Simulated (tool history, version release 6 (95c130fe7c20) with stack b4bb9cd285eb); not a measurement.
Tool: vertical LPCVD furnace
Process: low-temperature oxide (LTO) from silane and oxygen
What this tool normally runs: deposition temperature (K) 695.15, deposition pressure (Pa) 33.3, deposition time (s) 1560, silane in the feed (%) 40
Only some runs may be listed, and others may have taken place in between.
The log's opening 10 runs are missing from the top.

| run | hour | deposition temperature (K) | deposition pressure (Pa) | deposition time (s) | silane in the feed (%) | read-back reference wafer on the same gauge, thickness | film thickness on the monitor wafer in the middle of the boat (nm) |
|---|---|---|---|---|---|---|---|
| 11 | 815.4 | 695.15 | 33.3 | 1560 | 40 | 304.98 | 328.39 |
| 12 | 918.1 | 695.15 | 33.3 | 1560 | 40 | 304.91 | 329.6 |
| 13 | 981 | 702.15 | 33.3 | 1560 | 46 | 304.99 | 407.09 |
|  | 1282.4 | thermocouples replaced and temperature profile calibrated |
| 14 | 1282.9 | 695.15 | 33.3 | 1560 | 40 | 305.28 | 327.18 |
| 15 | 1305.4 | 706.15 | 29.3 | 1890 | 40 | 304.72 | 390.85 |
| 16 | 1577.6 | 690.15 | 40 | 1020 | 42 | 304.8 | 258.71 |
| 17 | 1662.7 | 703.15 | 39.3 | 1020 | 34 | 305.18 | 225.62 |
| 18 | 1736.7 | 695.15 | 33.3 | 1560 | 34 | 305.26 | 269.98 |
|  | 1797.1 | pressure gauge zeroed |
|  | 1819.2 | silane flow controller replaced |
| 19 | 1819.7 | 707.15 | 41.3 | 1560 | 38 | 304.99 | 432.1 |
|  | 1834.8 | gauge calibrated |
| 20 | 1894.2 | 695.15 | 33.3 | 2160 | 47 | 305.2 | 532.95 |
| 21 | 1948.2 | 689.15 | 33.3 | 1740 | 40 | 304.9 | 342.95 |
| 22 | 2043.8 | 700.15 | 28 | 1920 | 40 | 305.03 | 356.49 |
| 23 | 2084.9 | 695.15 | 33.3 | 1560 | 40 | 305.25 | 326.74 |
| 24 | 2138.9 | 690.15 | 26.7 | 2040 | 44 | 304.56 | 362.01 |
| 25 | 2321.1 | 707.15 | 29.3 | 1560 | 47 | 305.39 | 380.94 |
| 26 | 2375.9 | 683.15 | 25.3 | 2100 | 43 | 305.03 | 321.62 |
| 27 | 2637.1 | 685.15 | 33.3 | 1890 | 43 | 304.91 | 387.65 |
| 28 | 2689.4 | 695.15 | 28.7 | 1560 | 40 | 305.14 | 282.88 |
| 29 | 2746.5 | 695.15 | 33.3 | 1560 | 40 | 304.96 | 329.5 |
| 30 | 2838.7 | 692.15 | 33.3 | 1560 | 40 | 305.21 | 318.8 |
| 31 | 2891.7 | 695.15 | 27.3 | 1560 | 45 | 305.3 | 304.46 |
| 32 | 2988.8 | 695.15 | 28.7 | 1560 | 35 | 305.16 | 241.93 |

Branching from run 32: 3 alternative next runs. What would each branch give?
| A | 2994 | 695.15 | 33.3 | 1380 | 40 | ? | ? |
| B | 2994 | 695.15 | 41.3 | 1740 | 40 | ? | ? |
| C | 2994 | 705.15 | 28.7 | 1560 | 37 | ? | ? |

| run | read-back reference wafer on the same gauge, thickness | film thickness on the monitor wafer in the middle of the boat (nm) |
|---|---|---|
| A | 304.79 | 290.4 |
| B | 304.79 | 454.04 |
| C | 304.79 | 285.4 |
The same runs, with their run-to-run variation unchanged, on a tool lacking any hidden condition would have given:
| run | film thickness on the monitor wafer in the middle of the boat (nm) |
|---|---|
| A | 289 |
| B | 451.85 |
| C | 284.04 |
